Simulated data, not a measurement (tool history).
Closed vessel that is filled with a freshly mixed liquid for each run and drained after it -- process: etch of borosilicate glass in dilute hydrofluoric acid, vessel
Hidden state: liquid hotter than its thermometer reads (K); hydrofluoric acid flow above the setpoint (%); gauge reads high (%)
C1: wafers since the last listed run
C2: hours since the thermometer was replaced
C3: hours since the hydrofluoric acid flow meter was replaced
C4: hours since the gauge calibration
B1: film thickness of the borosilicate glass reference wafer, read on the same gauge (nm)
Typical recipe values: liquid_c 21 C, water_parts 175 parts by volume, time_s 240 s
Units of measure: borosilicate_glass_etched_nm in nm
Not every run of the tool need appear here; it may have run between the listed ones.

{"run": 1, "hour": 0.0, "liquid_c": 21, "water_parts": 175, "time_s": 315, "C1": 0, "C2": 882.9, "C3": 1328.1, "C4": 15.5, "B1": 150.01, "borosilicate_glass_etched_nm": 34.28}
{"run": 2, "hour": 26.9, "liquid_c": 21, "water_parts": 175, "time_s": 240, "C1": 1592, "C2": 909.8, "C3": 1355, "C4": 42.4, "B1": 150.05, "borosilicate_glass_etched_nm": 26.19}
{"run": 3, "hour": 54.7, "liquid_c": 21, "water_parts": 175, "time_s": 240, "C1": 1645, "C2": 937.6, "C3": 1382.8, "C4": 70.2, "B1": 149.95, "borosilicate_glass_etched_nm": 26.13}
{"run": 4, "hour": 159.1, "liquid_c": 21, "water_parts": 225, "time_s": 240, "C1": 6181, "C2": 1042, "C3": 1487.2, "C4": 174.6, "B1": 149.97, "borosilicate_glass_etched_nm": 19.25}
{"run": 5, "hour": 202.4, "liquid_c": 21, "water_parts": 225, "time_s": 240, "C1": 2563, "C2": 1085.3, "C3": 1530.5, "C4": 217.9, "B1": 149.98, "borosilicate_glass_etched_nm": 19.42}
{"run": 6, "hour": 245.9, "liquid_c": 23, "water_parts": 175, "time_s": 240, "C1": 2575, "C2": 1128.8, "C3": 1574, "C4": 261.4, "B1": 150.02, "borosilicate_glass_etched_nm": 28.3}
{"run": 7, "hour": 286.7, "liquid_c": 21, "water_parts": 175, "time_s": 240, "C1": 2415, "C2": 1169.6, "C3": 1614.8, "C4": 302.2, "B1": 150.04, "borosilicate_glass_etched_nm": 26.28}
{"run": 8, "hour": 324.2, "liquid_c": 21, "water_parts": 175, "time_s": 240, "C1": 2220, "C2": 1207.1, "C3": 1652.3, "C4": 339.7, "B1": 149.97, "borosilicate_glass_etched_nm": 26.31}
{"run": 9, "hour": 356.8, "liquid_c": 21, "water_parts": 175, "time_s": 240, "C1": 1930, "C2": 1239.7, "C3": 1684.9, "C4": 372.3, "B1": 149.99, "borosilicate_glass_etched_nm": 26.15}
{"run": 10, "hour": 402.1, "liquid_c": 21, "water_parts": 175, "time_s": 240, "C1": 2682, "C2": 1285, "C3": 1730.2, "C4": 417.6, "B1": 150.01, "borosilicate_glass_etched_nm": 26.35}
{"run": 11, "hour": 428.9, "liquid_c": 21, "water_parts": 175, "time_s": 240, "C1": 1586, "C2": 1311.8, "C3": 1757, "C4": 444.4, "B1": 150.03, "borosilicate_glass_etched_nm": 26.73}
{"run": 12, "hour": 461.1, "liquid_c": 24, "water_parts": 140, "time_s": 285, "C1": 1906, "C2": 1344, "C3": 1789.2, "C4": 476.6, "B1": 149.98, "borosilicate_glass_etched_nm": 45.91}
{"run": 13, "hour": 530.3, "liquid_c": 21, "water_parts": 265, "time_s": 240, "C1": 4097, "C2": 1413.2, "C3": 1858.4, "C4": 545.8, "B1": 149.96, "borosilicate_glass_etched_nm": 15.9}
{"run": 14, "hour": 592.9, "liquid_c": 24.5, "water_parts": 175, "time_s": 105, "C1": 3706, "C2": 1475.8, "C3": 1921, "C4": 608.4, "B1": 149.99, "borosilicate_glass_etched_nm": 13.33}
{"hour": 622.7, "done": "gauge calibrated"}
{"run": 15, "hour": 655.0, "liquid_c": 22.5, "water_parts": 175, "time_s": 145, "C1": 3676, "C2": 1537.9, "C3": 1983.1, "C4": 32.3, "B1": 150.05, "borosilicate_glass_etched_nm": 17.33}
{"run": 16, "hour": 720.1, "liquid_c": 21, "water_parts": 175, "time_s": 240, "C1": 3854, "C2": 1603, "C3": 2048.2, "C4": 97.4, "B1": 150.01, "borosilicate_glass_etched_nm": 27.15}
{"run": 17, "hour": 846.8, "liquid_c": 21, "water_parts": 90, "time_s": 240, "C1": 7501, "C2": 1729.7, "C3": 2174.9, "C4": 224.1, "B1": 150, "borosilicate_glass_etched_nm": 58.42}
{"hour": 888.6, "done": "thermometer replaced"}
{"hour": 912.6, "done": "hydrofluoric acid flow meter replaced"}
{"run": 18, "hour": 914.3, "liquid_c": 21, "water_parts": 175, "time_s": 240, "C1": 3878, "C2": 25.7, "C3": 1.7, "C4": 291.6, "B1": 149.96, "borosilicate_glass_etched_nm": 24.76}
{"run": 19, "hour": 954.6, "liquid_c": 19, "water_parts": 175, "time_s": 105, "C1": 2386, "C2": 66, "C3": 42, "C4": 331.9, "B1": 149.98, "borosilicate_glass_etched_nm": 9.95}
{"run": 20, "hour": 998.0, "liquid_c": 18.5, "water_parts": 175, "time_s": 315, "C1": 2569, "C2": 109.4, "C3": 85.4, "C4": 375.3, "B1": 150.03, "borosilicate_glass_etched_nm": 29.57}
{"run": 21, "hour": 1036.0, "liquid_c": 21, "water_parts": 175, "time_s": 240, "C1": 2249, "C2": 147.4, "C3": 123.4, "C4": 413.3, "B1": 149.96, "borosilicate_glass_etched_nm": 24.82}
{"run": 22, "hour": 1106.8, "liquid_c": 17, "water_parts": 150, "time_s": 195, "C1": 4191, "C2": 218.2, "C3": 194.2, "C4": 484.1, "B1": 149.99, "borosilicate_glass_etched_nm": 20.28}
{"run": 23, "hour": 1160.7, "liquid_c": 24, "water_parts": 140, "time_s": 285, "C1": 3191, "C2": 272.1, "C3": 248.1, "C4": 538, "B1": 150.03, "borosilicate_glass_etched_nm": 43.19}

Same runs, no hidden state in the tool, same run-to-run variation:
run=1 borosilicate_glass_etched_nm=32.46
run=2 borosilicate_glass_etched_nm=24.77
run=3 borosilicate_glass_etched_nm=24.68
run=4 borosilicate_glass_etched_nm=18.13
run=5 borosilicate_glass_etched_nm=18.25
run=6 borosilicate_glass_etched_nm=26.53
run=7 borosilicate_glass_etched_nm=24.55
run=8 borosilicate_glass_etched_nm=24.53
run=9 borosilicate_glass_etched_nm=24.34
run=10 borosilicate_glass_etched_nm=24.49
run=11 borosilicate_glass_etched_nm=24.81
run=12 borosilicate_glass_etched_nm=42.55
run=13 borosilicate_glass_etched_nm=14.74
run=14 borosilicate_glass_etched_nm=12.31
run=15 borosilicate_glass_etched_nm=15.93
run=16 borosilicate_glass_etched_nm=24.85
run=17 borosilicate_glass_etched_nm=52.85
run=18 borosilicate_glass_etched_nm=24.7
run=19 borosilicate_glass_etched_nm=9.9
run=20 borosilicate_glass_etched_nm=29.38
run=21 borosilicate_glass_etched_nm=24.62
run=22 borosilicate_glass_etched_nm=20.03
run=23 borosilicate_glass_etched_nm=42.6
